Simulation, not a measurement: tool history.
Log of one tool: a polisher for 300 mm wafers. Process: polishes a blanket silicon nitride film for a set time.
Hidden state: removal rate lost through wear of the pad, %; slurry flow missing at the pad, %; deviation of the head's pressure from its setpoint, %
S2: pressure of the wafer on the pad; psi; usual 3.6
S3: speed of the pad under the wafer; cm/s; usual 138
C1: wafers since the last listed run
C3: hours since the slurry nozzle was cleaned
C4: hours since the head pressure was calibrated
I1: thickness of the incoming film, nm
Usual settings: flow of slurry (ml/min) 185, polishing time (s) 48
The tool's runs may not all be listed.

Run 1, hour 0.0: usual settings but S2 4.3 psi; C1 0; wafers polished on this pad 56; C3 135.8; C4 619.3; I1 388.0. Result: film removed (nm) 106.9.
Run 2, hour 22.1: usual settings but S2 4.3 psi; C1 346; wafers polished on this pad 403; C3 157.9; C4 641.4; I1 390.9. Result: film removed (nm) 105.2.
Run 3, hour 37.5: usual settings but S2 4.3 psi; C1 241; wafers polished on this pad 644; C3 173.3; C4 656.8; I1 394.9. Result: film removed (nm) 106.3.
Run 4, hour 68.3: usual settings but polishing time (s) 52; C1 482; wafers polished on this pad 1127; C3 204.1; C4 687.6; I1 388.1. Result: film removed (nm) 93.4.
Run 5, hour 93.1: usual settings but polishing time (s) 52; C1 388; wafers polished on this pad 1516; C3 228.9; C4 712.4; I1 387.3. Result: film removed (nm) 92.1.
Run 6, hour 109.7: usual settings but polishing time (s) 52; C1 260; wafers polished on this pad 1776; C3 245.5; C4 729.0; I1 389.8. Result: film removed (nm) 93.7.
Run 7, hour 144.7: usual settings but flow of slurry (ml/min) 215, S2 4.2 psi; C1 548; wafers polished on this pad 2325; C3 280.5; C4 764.0; I1 393.0. Result: film removed (nm) 103.6.
At hour 150.8: worn pad replaced by a new one.
Run 8, hour 171.2: usual settings but flow of slurry (ml/min) 215, S2 4.2 psi; C1 352; wafers polished on this pad 319; C3 307.0; C4 790.5; I1 385.5. Result: film removed (nm) 103.8.
Run 9, hour 202.9: usual settings but flow of slurry (ml/min) 220, S2 4.6 psi; C1 497; wafers polished on this pad 816; C3 338.7; C4 822.2; I1 390.7. Result: film removed (nm) 115.2.
Run 10, hour 246.6: usual settings but S2 3.2 psi; C1 685; wafers polished on this pad 1501; C3 382.4; C4 865.9; I1 391.3. Result: film removed (nm) 76.2.
Run 11, hour 262.9: usual settings but S2 3.2 psi; C1 255; wafers polished on this pad 1757; C3 398.7; C4 882.2; I1 396.0. Result: film removed (nm) 77.8.
Run 12, hour 276.6: usual settings; C1 214; wafers polished on this pad 1972; C3 412.4; C4 895.9; I1 386.5. Result: film removed (nm) 87.9.
At hour 287.4: worn pad replaced by a new one.
Run 13, hour 312.4: usual settings; C1 498; wafers polished on this pad 391; C3 448.2; C4 931.7; I1 389.0. Result: film removed (nm) 88.0.
Run 14, hour 335.6: usual settings; C1 363; wafers polished on this pad 755; C3 471.4; C4 954.9; I1 398.2. Result: film removed (nm) 87.6.
Run 15, hour 369.7: usual settings; C1 534; wafers polished on this pad 1289; C3 505.5; C4 989.0; I1 387.6. Result: film removed (nm) 87.8.
Run 16, hour 394.7: usual settings but polishing time (s) 53; C1 392; wafers polished on this pad 1681; C3 530.5; C4 1014.0; I1 384.3. Result: film removed (nm) 94.8.
Run 17, hour 409.7: usual settings; C1 235; wafers polished on this pad 1917; C3 545.5; C4 1029.0; I1 390.3. Result: film removed (nm) 86.4.
At hour 422.0: head pressure recalibrated.
At hour 438.2: worn pad replaced by a new one.
Run 18, hour 438.9: usual settings but flow of slurry (ml/min) 140, S2 2.5 psi, S3 184 cm/s, polishing time (s) 63; C1 363; wafers polished on this pad 11; C3 574.7; C4 16.9; I1 388.9. Result: film removed (nm) 108.3.
Run 19, hour 451.5: usual settings but S2 3.0 psi, polishing time (s) 55; C1 197; wafers polished on this pad 208; C3 587.3; C4 29.5; I1 388.0. Result: film removed (nm) 94.6.
Run 20, hour 478.9: usual settings but flow of slurry (ml/min) 140, S3 166 cm/s; C1 429; wafers polished on this pad 638; C3 614.7; C4 56.9; I1 386.3. Result: film removed (nm) 111.3.
Run 21, hour 497.3: usual settings but flow of slurry (ml/min) 210; C1 288; wafers polished on this pad 927; C3 633.1; C4 75.3; I1 388.4. Result: film removed (nm) 98.6.
At hour 517.1: slurry nozzle cleaned.
Run 22, hour 526.4: usual settings but S2 4.4 psi, polishing time (s) 60; C1 440; wafers polished on this pad 1367; C3 9.3; C4 104.4; I1 390.9. Result: film removed (nm) 151.5.
Run 23, hour 545.0: usual settings but S2 4.1 psi, polishing time (s) 42; C1 291; wafers polished on this pad 1659; C3 27.9; C4 123.0; I1 385.7. Result: film removed (nm) 96.0.
Run 24, hour 579.2: usual settings but flow of slurry (ml/min) 250, S2 4.1 psi, S3 112 cm/s, polishing time (s) 53; C1 536; wafers polished on this pad 2195; C3 62.1; C4 157.2; I1 394.2. Result: film removed (nm) 103.4.
At hour 597.7: worn pad replaced by a new one.
Run 25, hour 598.2: usual settings; C1 235; wafers polished on this pad 7; C3 81.1; C4 176.2; I1 395.4. Result: film removed (nm) 93.5.
Run 26, hour 616.6: usual settings but flow of slurry (ml/min) 130, polishing time (s) 64; C1 288; wafers polished on this pad 296; C3 99.5; C4 194.6; I1 384.1. Result: film removed (nm) 120.7.
Run 27, hour 629.6: usual settings but S2 4.3 psi, S3 158 cm/s; C1 203; wafers polished on this pad 500; C3 112.5; C4 207.6; I1 385.1. Result: film removed (nm) 123.0.
Run 28, hour 661.2: usual settings but flow of slurry (ml/min) 220, S2 2.8 psi, S3 124 cm/s, polishing time (s) 53; C1 495; wafers polished on this pad 995; C3 144.1; C4 239.2; I1 389.7. Result: film removed (nm) 74.6.
Run 29, hour 675.3: usual settings; C1 221; wafers polished on this pad 1216; C3 158.2; C4 253.3; I1 386.5. Result: film removed (nm) 93.3.
Run 30, hour 700.3: usual settings but S2 4.7 psi, S3 180 cm/s; C1 392; wafers polished on this pad 1608; C3 183.2; C4 278.3; I1 387.0. Result: film removed (nm) 148.1.
At hour 731.9: worn pad replaced by a new one.
Run 31, hour 732.4: usual settings; C1 440; wafers polished on this pad 7; C3 215.3; C4 310.4; I1 391.7. Result: film removed (nm) 92.4.
Run 32, hour 761.5: usual settings but S3 164 cm/s, polishing time (s) 42; C1 456; wafers polished on this pad 463; C3 244.4; C4 339.5; I1 389.6. Result: film removed (nm) 89.6.

The tool's hidden state at each run:
removal rate lost through wear of the pad, %: 0 in every run
slurry flow missing at the pad, %: 0 in every run
H1: deviation of the head's pressure from its setpoint, %
run     H1
  1  -12.3
  2  -12.5
  3  -12.5
  4  -12.7
  5  -12.8
  6  -12.9
  7    -13
  8  -13.1
  9  -13.2
 10  -13.4
 11  -13.4
 12  -13.5
 13  -13.5
 14  -13.6
 15  -13.7
 16  -13.7
 17  -13.7
 18  -0.98
 19  -1.42
 20  -2.33
 21   -2.9
 22  -3.73
 23  -4.23
 24  -5.08
 25  -5.51
 26  -5.91
 27  -6.18
 28  -6.79
 29  -7.05
 30  -7.47
 31  -7.98
 32  -8.39
